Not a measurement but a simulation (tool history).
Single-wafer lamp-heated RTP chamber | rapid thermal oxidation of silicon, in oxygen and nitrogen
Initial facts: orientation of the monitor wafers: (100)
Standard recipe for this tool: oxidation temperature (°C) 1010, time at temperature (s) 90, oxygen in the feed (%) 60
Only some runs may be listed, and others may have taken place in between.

run	hour	oxidation temperature (°C)	time at temperature (s)	oxygen in the feed (%)	wafers since the last listed run	wafers since the last pyrometer calibration	hours since the oxygen flow controller was replaced	hours since the gauge calibration	read-back reference wafer on the same gauge, thickness	oxide thickness on the monitor wafer (Å)
1	0.0	1010	90	60	0	7781	2953.1	118.7	7.052	66.57
2	30.7	1032	90	83	152	7933	2983.8	149.4	7.072	87.78
3	64.1	1032	90	83	165	8099	3017.2	182.8	7.076	87.50
4	89.2	1032	90	83	124	8223	3042.3	207.9	7.094	88.12
5	106.6	1010	90	60	86	8309	3059.7	225.3	7.088	67.29
6	129.9	1010	90	60	115	8425	3083.0	248.6	7.090	67.53
7	151.8	1019	69	60	108	8533	3104.9	270.5	7.095	63.94
8	174.8	1010	90	60	113	8647	3127.9	293.5	7.102	67.12
9	194.2	1010	90	60	96	8744	3147.3	312.9	7.097	67.33
10	213.6	1010	90	60	96	8840	3166.7	332.3	7.110	67.09
11	239.8	1010	90	60	129	8969	3192.9	358.5	7.112	67.08
12	267.8	1010	108	60	138	9108	3220.9	386.5	7.114	72.88
13	283.3	1010	105	43	76	9185	3236.4	402.0	7.115	64.03
# hour 305.4: oxygen flow controller replaced
14	317.9	1010	90	60	131	9317	12.5	436.6	7.115	67.54
15	337.0	1010	90	60	94	9412	31.6	455.7	7.118	67.37
16	354.5	1010	90	60	86	9498	49.1	473.2	7.118	67.62
# hour 402.2: gauge calibrated
17	453.1	1024	124	60	488	9987	147.7	50.9	7.050	85.05
# hour 476.8: pyrometer window cleaned and pyrometer calibrated
18	484.7	1010	90	60	116	39	179.3	82.5	7.065	66.51
19	501.2	1010	57	60	81	121	195.8	99.0	7.076	54.93
20	527.0	985	90	60	127	248	221.6	124.8	7.085	55.66
21	545.5	995	90	60	91	340	240.1	143.3	7.093	60.23
22	562.7	1018	50	81	85	425	257.3	160.5	7.099	61.12
23	579.2	1030	53	32	81	507	273.8	177.0	7.107	49.35
24	599.8	1024	124	60	102	609	294.4	197.6	7.106	85.92
25	628.7	1020	103	73	143	752	323.3	226.5	7.115	82.05
26	654.2	1010	102	38	126	879	348.8	252.0	7.125	60.89
27	687.6	1010	108	60	165	1044	382.2	285.4	7.131	73.12
28	715.2	1010	71	60	136	1181	409.8	313.0	7.131	60.68
29	730.5	1010	90	43	75	1257	425.1	328.3	7.129	60.45
30	750.7	1028	56	36	100	1357	445.3	348.5	7.133	52.26
31	767.1	1010	90	60	81	1438	461.7	364.9	7.137	67.28
32	787.3	1020	103	73	100	1538	481.9	385.1	7.132	82.65
33	802.5	1022	90	69	75	1614	497.1	400.3	7.136	77.43

Here are 4 independent what-if runs from the current tool condition. What would each one return?
A	803.0	1010	53	60	2	1616	497.6	400.8	?	?
B	803.0	1021	72	42	2	1616	497.6	400.8	?	?
C	803.0	1029	68	72	2	1616	497.6	400.8	?	?
D	803.0	1010	59	60	2	1616	497.6	400.8	?	?

run	read-back reference wafer on the same gauge, thickness	oxide thickness on the monitor wafer (Å)
A	7.137	53.58
B	7.137	58.46
C	7.137	72.76
D	7.137	56.10
Without the tool's unlogged condition, the same runs would have read:
run	oxide thickness on the monitor wafer (Å)
A	52.76
B	57.57
C	71.65
D	55.24
